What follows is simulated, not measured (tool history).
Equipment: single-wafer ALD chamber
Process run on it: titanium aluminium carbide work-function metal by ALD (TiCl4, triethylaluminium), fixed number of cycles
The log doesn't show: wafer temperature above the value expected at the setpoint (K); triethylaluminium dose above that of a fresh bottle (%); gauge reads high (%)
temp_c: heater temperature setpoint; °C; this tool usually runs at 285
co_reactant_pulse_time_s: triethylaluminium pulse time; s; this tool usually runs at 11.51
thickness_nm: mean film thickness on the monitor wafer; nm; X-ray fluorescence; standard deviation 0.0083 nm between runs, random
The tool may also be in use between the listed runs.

run,hour,temp_c,co_reactant_pulse_time_s,wafers since the last listed run,hours since the last thermocouple change,hours since the last triethylaluminium bottle change,hours since the showerhead was replaced,hours since the gauge calibration,"read-back reference wafer on the same gauge, thickness_nm",thickness_nm
1,0,285,11.51,0,965.2,324.4,5828.3,53.6,1.609,1.721
2,40.6,285,11.51,454,1005.8,365,5868.9,94.2,1.61,1.721
3,94.1,285,11.51,598,1059.3,418.5,5922.4,147.7,1.608,1.735
4,159.6,285,11.51,732,1124.8,484,5987.9,213.2,1.609,1.71
# hour 180.3: triethylaluminium bottle replaced
5,190.7,285,11.51,258,1155.9,10.4,6019,244.3,1.607,1.747
6,240.7,285,11.51,559,1205.9,60.4,6069,294.3,1.611,1.745
# hour 294.1: showerhead replaced, of another model than before
7,294.6,285,11.51,513,1259.8,114.3,0.5,348.2,1.606,1.755
# hour 327.2: thermocouple changed; heater temperature recalibrated
8,338.1,285,11.51,397,10.9,157.8,44,391.7,1.609,1.744
9,386.1,285,11.51,536,58.9,205.8,92,439.7,1.61,1.753
10,447.9,285,10.44,691,120.7,267.6,153.8,501.5,1.611,1.736
# hour 478: gauge calibrated
11,490.9,285,11.51,480,163.7,310.6,196.8,12.9,1.612,1.745
12,529.8,285,11.51,435,202.6,349.5,235.7,51.8,1.609,1.739
13,572,271,14.25,471,244.8,391.7,277.9,94,1.611,1.624
14,623.8,298,11.51,579,296.6,443.5,329.7,145.8,1.608,1.861
15,684,285,16.05,673,356.8,503.7,389.9,206,1.612,1.74
# hour 698: triethylaluminium bottle replaced
16,732.3,272,8.46,450,405.1,34.3,438.2,254.3,1.615,1.612
17,764.1,293,7.72,355,436.9,66.1,470,286.1,1.607,1.794
18,835,290,7.87,792,507.8,137,540.9,357,1.611,1.761
19,863.6,272,8.46,319,536.4,165.6,569.5,385.6,1.607,1.62
20,917.4,273,9.64,601,590.2,219.4,623.3,439.4,1.61,1.625

Consider 4 possible next runs. They are alternatives, not a sequence: every one starts from the tool as it was left by run 20. What does each give?
A,917.8,285,11.51,4,590.6,219.8,623.7,439.8,?,?
B,917.8,291,11.51,4,590.6,219.8,623.7,439.8,?,?
C,917.8,276,11.51,4,590.6,219.8,623.7,439.8,?,?
D,917.8,272,14.66,4,590.6,219.8,623.7,439.8,?,?

run,"read-back reference wafer on the same gauge, thickness_nm",thickness_nm
A,1.612,1.753
B,1.612,1.808
C,1.612,1.671
D,1.612,1.648
Without the tool's hidden state the same runs would have given:
run,thickness_nm
A,1.757
B,1.812
C,1.675
D,1.65
